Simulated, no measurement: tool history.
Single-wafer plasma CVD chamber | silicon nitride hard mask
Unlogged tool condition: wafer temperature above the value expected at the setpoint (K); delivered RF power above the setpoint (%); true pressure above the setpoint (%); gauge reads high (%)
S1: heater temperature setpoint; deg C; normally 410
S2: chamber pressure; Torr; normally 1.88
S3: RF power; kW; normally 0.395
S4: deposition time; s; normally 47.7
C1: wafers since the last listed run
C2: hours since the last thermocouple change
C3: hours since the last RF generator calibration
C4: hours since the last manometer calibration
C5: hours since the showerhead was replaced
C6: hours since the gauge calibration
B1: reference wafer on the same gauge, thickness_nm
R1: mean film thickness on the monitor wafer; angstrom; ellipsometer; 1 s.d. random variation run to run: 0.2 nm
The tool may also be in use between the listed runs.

run   hour   S1    S2     S3    S4    C1      C2      C3      C4      C5     C6      B1      R1
  1      0  410  1.88  0.395  47.7     0   865.5   599.7  1444.6  3379.7  376.9  77.283  700.09
  2   22.9  410  1.88  0.395  47.7   359   888.4   622.6  1467.5  3402.6  399.8  77.296  693.04
  3  111.2  410  1.88  0.395  47.7  1384   976.7   710.9  1555.8  3490.9  488.1  77.314  692.75
  4  123.4  410  1.88  0.395  47.7   191   988.9   723.1    1568  3503.1  500.3  77.282  691.69
  5  148.4  401  1.88  0.355  47.7   392  1013.9   748.1    1593  3528.1  525.3  77.343  653.71
  6  169.2  410  1.88  0.395  47.7   326  1034.7   768.9  1613.8  3548.9  546.1  77.287  689.79
  7  190.7  410  1.88  0.395  47.7   337  1056.2   790.4  1635.3  3570.4  567.6  77.303  689.38
  8  208.5  410  1.88  0.395  47.7   279    1074   808.2  1653.1  3588.2  585.4  77.317  685.19
     227.7  -- thermocouple changed; heater temperature recalibrated
  9  228.2  422  1.88  0.395  44.8   183     0.5   827.9  1672.8  3607.9  605.1  77.333   641.4
 10  244.4  410  1.88  0.395  47.7   254    16.7   844.1    1689  3624.1  621.3   77.29  685.95
     275.1  -- capacitance manometer re-zeroed and calibrated
 11  276.5  410  1.88  0.395  47.7   377    48.8   876.2     1.4  3656.2  653.4  77.302  697.64
     352.4  -- gauge calibrated
 12  376.5  410  1.88  0.395  43.2  1568   148.8   976.2   101.4  3756.2   24.1  77.271  631.81
 13  410.6  410  1.88  0.395  43.2   534   182.9  1010.3   135.5  3790.3   58.2  77.328  630.53
     426.7  -- showerhead replaced
 14  441.2  410  1.88  0.465  38.9   354   213.5  1040.9   166.1    14.5   88.8  77.287   621.6
 15    465  410  1.88  0.395  47.7   373   237.3  1064.7   189.9    38.3  112.6  77.328  697.95
     492.3  -- RF generator calibrated
 16  501.9  410  1.88   0.47  47.7   453   274.2     9.6   226.8    75.2  149.5  77.298  791.25
 17  517.5  396  1.63  0.455  47.7   244   289.8    25.2   242.4    90.8  165.1  77.297  744.15
 18  531.4  396  1.88  0.355  47.7   218   303.7    39.1   256.3   104.7    179   77.29  683.64
 19    561  402  1.88   0.42  50.4   464   333.3    68.7   285.9   134.3  208.6  77.282  789.67
 20  581.1  414  1.55  0.395  47.7   315   353.4    88.8     306   154.4  228.7  77.309  676.85
 21    609  404  1.88  0.365  47.7   437   381.3   116.7   333.9   182.3  256.6  77.275  694.02
 22  644.5  410  1.88  0.395  47.7   556   416.8   152.2   369.4   217.8  292.1  77.263  722.08
 23  667.1  425  2.28  0.395  47.7   354   439.4   174.8     392   240.4  314.7  77.309  758.21
 24  686.4  410  1.88  0.395  47.7   302   458.7   194.1   411.3   259.7    334  77.325  715.07
 25  718.3  398  1.88  0.395  57.1   500   490.6     226   443.2   291.6  365.9   77.31  860.85
 26  753.2  406  1.88  0.395  47.7   547   525.5   260.9   478.1   326.5  400.8  77.319  717.34

Predict each of these 4 candidate next runs independently; none follows another, all start after run 26:
  A  753.6  410  1.88  0.395  47.7   6  525.9  261.3  478.5  326.9  401.2   ?   ?
  B  753.6  410  1.88   0.36  47.7   6  525.9  261.3  478.5  326.9  401.2   ?   ?
  C  753.6  418  1.88  0.395  47.7   6  525.9  261.3  478.5  326.9  401.2   ?   ?
  D  753.6  410  1.88  0.395  38.4   6  525.9  261.3  478.5  326.9  401.2   ?   ?

run      B1      R1
  A  77.275  714.37
  B  77.275  678.46
  C  77.275  711.49
  D  77.275  575.35
Take away the tool's hidden state, keep each run's random variation, and the runs would have read:
run      R1
  A  724.45
  B  688.44
  C  721.54
  D  583.47
